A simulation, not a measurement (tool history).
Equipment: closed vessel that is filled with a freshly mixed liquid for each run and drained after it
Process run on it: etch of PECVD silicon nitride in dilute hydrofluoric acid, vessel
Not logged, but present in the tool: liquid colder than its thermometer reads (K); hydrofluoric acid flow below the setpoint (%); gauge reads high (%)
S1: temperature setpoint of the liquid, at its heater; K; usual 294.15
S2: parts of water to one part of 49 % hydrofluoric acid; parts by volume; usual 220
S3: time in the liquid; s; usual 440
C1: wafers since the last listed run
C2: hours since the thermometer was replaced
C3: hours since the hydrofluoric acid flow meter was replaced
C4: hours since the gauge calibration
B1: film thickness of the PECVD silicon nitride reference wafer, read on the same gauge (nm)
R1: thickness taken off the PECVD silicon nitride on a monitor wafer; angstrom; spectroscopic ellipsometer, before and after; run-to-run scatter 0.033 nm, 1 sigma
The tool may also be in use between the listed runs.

| run | hour | S1 | S2 | S3 | C1 | C2 | C3 | C4 | B1 | R1 |
|---|---|---|---|---|---|---|---|---|---|---|
| 1 | 0 | 294.15 | 250 | 280 | 0 | 296 | 1235.6 | 1358.5 | 29.96 | 47.3 |
| 2 | 63.2 | 294.15 | 250 | 280 | 5464 | 359.2 | 1298.8 | 1421.7 | 29.99 | 47.5 |
| 3 | 146.3 | 294.15 | 220 | 495 | 7184 | 442.3 | 1381.9 | 1504.8 | 29.97 | 94.5 |
| 4 | 225.4 | 296.15 | 270 | 440 | 6838 | 521.4 | 1461 | 1583.9 | 30.03 | 78 |
| 5 | 317.2 | 294.15 | 220 | 440 | 7936 | 613.2 | 1552.8 | 1675.7 | 30 | 84.1 |
|  | 326.6 | hydrofluoric acid flow meter replaced |
| 6 | 421.5 | 294.15 | 220 | 440 | 8931 | 717.5 | 94.9 | 1780 | 30.01 | 83.2 |
| 7 | 529.5 | 294.15 | 220 | 440 | 9337 | 825.5 | 202.9 | 1888 | 30.02 | 84.2 |
| 8 | 590.2 | 294.15 | 220 | 440 | 5248 | 886.2 | 263.6 | 1948.7 | 29.96 | 83.8 |
| 9 | 663.2 | 294.15 | 220 | 440 | 6311 | 959.2 | 336.6 | 2021.7 | 29.99 | 83.7 |
| 10 | 746.6 | 297.65 | 220 | 440 | 7210 | 1042.6 | 420 | 2105.1 | 29.98 | 104.9 |
|  | 758 | gauge calibrated |
| 11 | 805.2 | 294.15 | 170 | 440 | 5066 | 1101.2 | 478.6 | 47.2 | 29.99 | 107.4 |
| 12 | 857.9 | 294.15 | 220 | 440 | 4556 | 1153.9 | 531.3 | 99.9 | 29.98 | 84 |
| 13 | 940.9 | 294.15 | 220 | 440 | 7176 | 1236.9 | 614.3 | 182.9 | 30.02 | 84.1 |
| 14 | 995.3 | 294.15 | 220 | 440 | 4703 | 1291.3 | 668.7 | 237.3 | 30.03 | 83.3 |
| 15 | 1044.3 | 294.15 | 220 | 440 | 4236 | 1340.3 | 717.7 | 286.3 | 30.01 | 83.8 |
| 16 | 1116.7 | 291.15 | 305 | 440 | 6259 | 1412.7 | 790.1 | 358.7 | 30 | 50.1 |

Estimate the outcome of run 17 from the log above:
| 17 | 1193.3 | 290.65 | 165 | 440 | 6622 | 1489.3 | 866.7 | 435.3 | ? | ? |

Run 17 yielded B1 30.02, R1 86.8 angstrom.
With no hidden state in the tool, this same run would have given R1 88.2 angstrom.
